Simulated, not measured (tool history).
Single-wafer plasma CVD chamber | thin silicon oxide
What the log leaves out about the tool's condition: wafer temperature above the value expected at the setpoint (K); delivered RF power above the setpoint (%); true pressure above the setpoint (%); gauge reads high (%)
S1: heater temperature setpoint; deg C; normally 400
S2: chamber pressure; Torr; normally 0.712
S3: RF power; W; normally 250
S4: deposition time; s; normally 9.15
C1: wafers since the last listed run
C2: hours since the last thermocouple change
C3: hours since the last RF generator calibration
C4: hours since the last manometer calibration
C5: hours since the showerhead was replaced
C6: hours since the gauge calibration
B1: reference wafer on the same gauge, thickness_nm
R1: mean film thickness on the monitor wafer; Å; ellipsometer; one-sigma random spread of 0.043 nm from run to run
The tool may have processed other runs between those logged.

| run | hour | S1 | S2 | S3 | S4 | C1 | C2 | C3 | C4 | C5 | C6 | B1 | R1 |
|---|---|---|---|---|---|---|---|---|---|---|---|---|---|
| 1 | 0 | 400 | 0.619 | 250 | 9.15 | 0 | 1948 | 1570.5 | 1921.7 | 5661.8 | 263.3 | 15.897 | 117.41 |
| 2 | 18.9 | 400 | 0.619 | 250 | 9.15 | 734 | 1966.9 | 1589.4 | 1940.6 | 5680.7 | 282.2 | 15.893 | 117.8 |
| 3 | 34.4 | 400 | 0.712 | 250 | 9.15 | 602 | 1982.4 | 1604.9 | 1956.1 | 5696.2 | 297.7 | 15.908 | 136.04 |
| 4 | 66.4 | 400 | 0.712 | 250 | 9.15 | 1243 | 2014.4 | 1636.9 | 1988.1 | 5728.2 | 329.7 | 15.881 | 135.83 |
| 5 | 79.3 | 400 | 0.712 | 250 | 9.15 | 501 | 2027.3 | 1649.8 | 2001 | 5741.1 | 342.6 | 15.9 | 134.98 |
| 6 | 105.3 | 400 | 0.712 | 250 | 9.15 | 1010 | 2053.3 | 1675.8 | 2027 | 5767.1 | 368.6 | 15.928 | 135.51 |
| 7 | 138.4 | 400 | 0.712 | 220 | 9.15 | 1286 | 2086.4 | 1708.9 | 2060.1 | 5800.2 | 401.7 | 15.89 | 124.91 |
| 8 | 152.1 | 400 | 0.712 | 220 | 9.15 | 532 | 2100.1 | 1722.6 | 2073.8 | 5813.9 | 415.4 | 15.895 | 124.44 |
| 9 | 169.5 | 400 | 0.662 | 250 | 9.15 | 676 | 2117.5 | 1740 | 2091.2 | 5831.3 | 432.8 | 15.918 | 125.61 |
| 10 | 192.9 | 400 | 0.662 | 250 | 9.15 | 909 | 2140.9 | 1763.4 | 2114.6 | 5854.7 | 456.2 | 15.889 | 126.16 |
|  | 219.1 | RF generator calibrated |
|  | 224.8 | thermocouple changed; heater temperature recalibrated |
| 11 | 227.6 | 400 | 0.712 | 250 | 9.15 | 818 | 2.8 | 8.5 | 2149.3 | 5889.4 | 490.9 | 15.91 | 135.31 |
| 12 | 245.1 | 400 | 0.712 | 250 | 9.15 | 680 | 20.3 | 26 | 2166.8 | 5906.9 | 508.4 | 15.912 | 135.7 |
| 13 | 266.9 | 400 | 0.712 | 265 | 9.15 | 847 | 42.1 | 47.8 | 2188.6 | 5928.7 | 530.2 | 15.905 | 140.15 |
| 14 | 298.1 | 400 | 0.712 | 250 | 9.15 | 1212 | 73.3 | 79 | 2219.8 | 5959.9 | 561.4 | 15.913 | 134.99 |
|  | 307.2 | gauge calibrated |
| 15 | 323.7 | 400 | 0.712 | 250 | 9.15 | 994 | 98.9 | 104.6 | 2245.4 | 5985.5 | 16.5 | 15.897 | 134.73 |
| 16 | 343.7 | 400 | 0.812 | 270 | 9.15 | 777 | 118.9 | 124.6 | 2265.4 | 6005.5 | 36.5 | 15.909 | 160.63 |
| 17 | 366.6 | 400 | 0.857 | 250 | 7.56 | 889 | 141.8 | 147.5 | 2288.3 | 6028.4 | 59.4 | 15.89 | 134.06 |
|  | 375.8 | capacitance manometer re-zeroed and calibrated |
| 18 | 379.2 | 400 | 0.628 | 205 | 10.14 | 178 | 154.4 | 160.1 | 3.4 | 6041 | 72 | 15.887 | 124.14 |
|  | 411 | showerhead replaced |
| 19 | 411.5 | 388 | 0.831 | 250 | 9.15 | 944 | 186.7 | 192.4 | 35.7 | 0.5 | 104.3 | 15.902 | 169.89 |

What will run 20 give?
| 20 | 422 | 400 | 0.712 | 250 | 9.15 | 408 | 197.2 | 202.9 | 46.2 | 11 | 114.8 | ? | ? |

B1: 15.889
R1: 145.32 Å
The same run, on a tool lacking any hidden state, would have yielded R1 145.46 Å.

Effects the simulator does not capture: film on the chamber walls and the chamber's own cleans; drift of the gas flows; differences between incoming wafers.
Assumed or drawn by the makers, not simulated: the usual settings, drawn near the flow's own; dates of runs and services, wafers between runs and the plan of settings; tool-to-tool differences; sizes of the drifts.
